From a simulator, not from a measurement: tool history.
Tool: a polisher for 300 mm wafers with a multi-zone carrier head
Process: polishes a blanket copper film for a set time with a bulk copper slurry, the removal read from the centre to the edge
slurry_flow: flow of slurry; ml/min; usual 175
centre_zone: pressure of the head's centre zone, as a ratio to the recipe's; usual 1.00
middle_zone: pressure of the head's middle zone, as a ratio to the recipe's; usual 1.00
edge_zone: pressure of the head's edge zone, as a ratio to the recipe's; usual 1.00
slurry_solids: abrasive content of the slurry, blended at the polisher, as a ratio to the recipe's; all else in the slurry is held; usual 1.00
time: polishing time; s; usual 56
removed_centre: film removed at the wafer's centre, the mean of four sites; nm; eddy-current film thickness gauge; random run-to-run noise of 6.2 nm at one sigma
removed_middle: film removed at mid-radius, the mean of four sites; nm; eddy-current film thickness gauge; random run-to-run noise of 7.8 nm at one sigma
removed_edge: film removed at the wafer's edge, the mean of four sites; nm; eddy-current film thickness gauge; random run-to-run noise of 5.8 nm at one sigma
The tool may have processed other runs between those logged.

run,hour,slurry_flow,centre_zone,middle_zone,edge_zone,slurry_solids,time,"incoming thickness of the incoming film, nm",removed_centre,removed_middle,removed_edge
1,0.0,175,1.00,1.00,1.00,1.00,56,4697.9,543.3,538.2,542.2
# hour 11.9: slurry nozzle cleaned
2,51.9,175,1.00,1.00,1.00,1.00,56,4634.9,537.4,533.5,531.2
3,90.1,175,1.00,1.00,1.00,1.00,56,4698.1,530.3,542.3,535.6
# hour 131.4: worn pad replaced by a new one
4,144.7,175,1.00,1.00,1.00,1.00,56,4598.4,545.3,556.8,549.3
5,192.2,175,1.00,1.00,0.96,1.00,56,4628.1,553.5,561.7,538.8
6,225.7,175,1.00,1.00,0.96,1.00,56,4659.9,543.2,526.0,531.8
7,297.0,175,1.00,1.00,1.04,1.00,56,4580.8,522.5,536.2,531.8
# hour 329.2: worn pad replaced by a new one
# hour 337.0: carrier head's membrane replaced by a new one
8,344.6,175,1.00,1.00,0.91,1.00,56,4643.3,546.1,544.5,533.2
9,402.0,175,1.00,1.00,0.91,1.00,56,4692.3,534.7,532.6,523.1
# hour 432.2: slurry nozzle cleaned
10,438.5,175,1.00,1.00,0.92,1.00,56,4680.0,535.0,541.4,523.1
# hour 449.6: centre zone pressure recalibrated
11,487.2,175,0.95,1.00,1.00,1.00,56,4608.4,510.8,525.5,532.2
# hour 522.1: worn pad replaced by a new one
12,525.6,175,1.00,1.00,1.00,1.00,56,4650.2,541.4,559.3,554.8
13,574.3,195,1.00,1.00,1.00,1.00,56,4595.9,554.0,560.8,550.3
14,624.9,175,1.00,1.00,1.00,1.00,56,4563.0,532.1,545.2,528.5
# hour 655.8: edge zone pressure recalibrated
15,693.8,175,1.10,1.00,0.91,1.00,48,4630.6,482.8,448.7,424.8
# hour 725.0: worn pad replaced by a new one
16,741.4,175,1.04,1.00,1.11,1.00,56,4671.3,581.3,545.8,571.5
17,786.3,175,1.08,1.00,0.96,0.75,50,4647.6,507.2,475.5,457.7
18,827.9,175,1.00,1.00,1.10,1.00,56,4657.1,544.7,537.6,578.6
# hour 881.6: slurry nozzle cleaned
# hour 914.1: worn pad replaced by a new one
# hour 922.5: carrier head's membrane replaced by a new one
19,970.5,175,1.00,1.10,1.00,1.00,56,4683.2,551.2,594.5,544.4
20,1037.3,175,1.00,1.00,1.00,1.25,41,4694.6,401.8,401.7,415.7

3 options for the next run, each taken on its own from the tool as it stands now. Forecast them:
A,1037.7,175,1.00,1.00,1.00,1.00,56,4664.3,?,?,?
B,1037.7,210,0.96,0.92,1.00,1.00,56,4664.3,?,?,?
C,1037.7,210,1.08,1.00,0.93,1.25,56,4664.3,?,?,?

run,removed_centre,removed_middle,removed_edge
A,523.5,545.2,535.0
B,520.0,526.5,547.5
C,603.7,581.3,547.0
Stripped of hidden state, with their random variation kept, the same runs would have yielded:
run,removed_centre,removed_middle,removed_edge
A,547.3,569.9,559.3
B,543.6,550.4,572.4
C,631.1,607.7,571.9

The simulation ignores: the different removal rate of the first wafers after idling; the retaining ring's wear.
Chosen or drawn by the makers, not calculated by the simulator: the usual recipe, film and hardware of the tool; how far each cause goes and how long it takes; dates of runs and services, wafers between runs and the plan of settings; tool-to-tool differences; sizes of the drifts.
